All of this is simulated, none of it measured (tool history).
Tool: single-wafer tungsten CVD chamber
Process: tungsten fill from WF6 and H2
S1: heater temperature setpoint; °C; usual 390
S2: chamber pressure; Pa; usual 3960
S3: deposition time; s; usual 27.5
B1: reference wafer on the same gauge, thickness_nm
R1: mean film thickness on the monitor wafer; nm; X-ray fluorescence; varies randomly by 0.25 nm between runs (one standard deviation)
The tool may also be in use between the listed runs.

| run | hour | S1 | S2 | S3 | B1 | R1 |
|---|---|---|---|---|---|---|
| 1 | 0 | 390 | 3960 | 27.5 | 54.595 | 64.21 |
| 2 | 12.1 | 381 | 3960 | 30.3 | 54.59 | 59.453 |
| 3 | 24.6 | 390 | 3960 | 24.1 | 54.571 | 55.934 |
| 4 | 46.5 | 390 | 3960 | 29.1 | 54.65 | 67.523 |
| 5 | 58.5 | 398 | 3960 | 27.5 | 54.523 | 72.811 |
| 6 | 79.2 | 398 | 3960 | 27.5 | 54.616 | 72.389 |
| 7 | 94.3 | 390 | 3960 | 27.5 | 54.628 | 63.27 |
| 8 | 145.9 | 390 | 4240 | 27.5 | 54.565 | 64.371 |
| 9 | 169.9 | 390 | 4240 | 27.5 | 54.613 | 63.909 |
| 10 | 202.9 | 390 | 3960 | 27.5 | 54.536 | 62.544 |
| 11 | 224.4 | 390 | 3960 | 27.5 | 54.672 | 62.348 |
| 12 | 238.2 | 390 | 3960 | 29 | 54.554 | 65.882 |
|  | 259.8 | showerhead replaced |
| 13 | 266.8 | 390 | 3960 | 27.5 | 54.625 | 61.806 |
|  | 292.7 | thermocouple changed; heater temperature recalibrated |
| 14 | 295.1 | 390 | 3253 | 25.9 | 54.578 | 51.619 |
| 15 | 324.6 | 384 | 3333 | 27.5 | 54.604 | 49.247 |
| 16 | 340.3 | 390 | 3960 | 22.9 | 54.55 | 48.246 |
| 17 | 361.4 | 383 | 4600 | 27.5 | 54.626 | 53.776 |
|  | 372.1 | capacitance manometer re-zeroed and calibrated |
|  | 386.1 | thermocouple changed; heater temperature recalibrated, repeated, since the last time left the tool worse |
|  | 399.4 | gauge calibrated |
| 18 | 407.8 | 390 | 3146 | 27.5 | 54.593 | 61.82 |
| 19 | 431.5 | 390 | 3960 | 27.5 | 54.569 | 66.455 |
| 20 | 464.9 | 402 | 3386 | 31.8 | 54.599 | 88.671 |
| 21 | 486.4 | 400 | 3960 | 29.2 | 54.607 | 83.336 |
| 22 | 511.8 | 390 | 3960 | 27.5 | 54.64 | 66.384 |
| 23 | 545.2 | 390 | 3960 | 27.5 | 54.576 | 66.293 |

Forecast each of these 5 alternatives for the next run:
| A | 545.6 | 390 | 3960 | 30.5 | ? | ? |
| B | 545.6 | 386 | 4466 | 24.5 | ? | ? |
| C | 545.6 | 405 | 4573 | 29.6 | ? | ? |
| D | 545.6 | 375 | 3666 | 29.2 | ? | ? |
| E | 545.6 | 377 | 4773 | 24.8 | ? | ? |

| run | B1 | R1 |
|---|---|---|
| A | 54.59 | 73.78 |
| B | 54.59 | 57.439 |
| C | 54.59 | 95.846 |
| D | 54.59 | 52.932 |
| E | 54.59 | 50.71 |
Without the tool's unlogged condition, the same runs would have read:
| run | R1 |
|---|---|
| A | 73.929 |
| B | 57.556 |
| C | 96.021 |
| D | 53.044 |
| E | 50.817 |

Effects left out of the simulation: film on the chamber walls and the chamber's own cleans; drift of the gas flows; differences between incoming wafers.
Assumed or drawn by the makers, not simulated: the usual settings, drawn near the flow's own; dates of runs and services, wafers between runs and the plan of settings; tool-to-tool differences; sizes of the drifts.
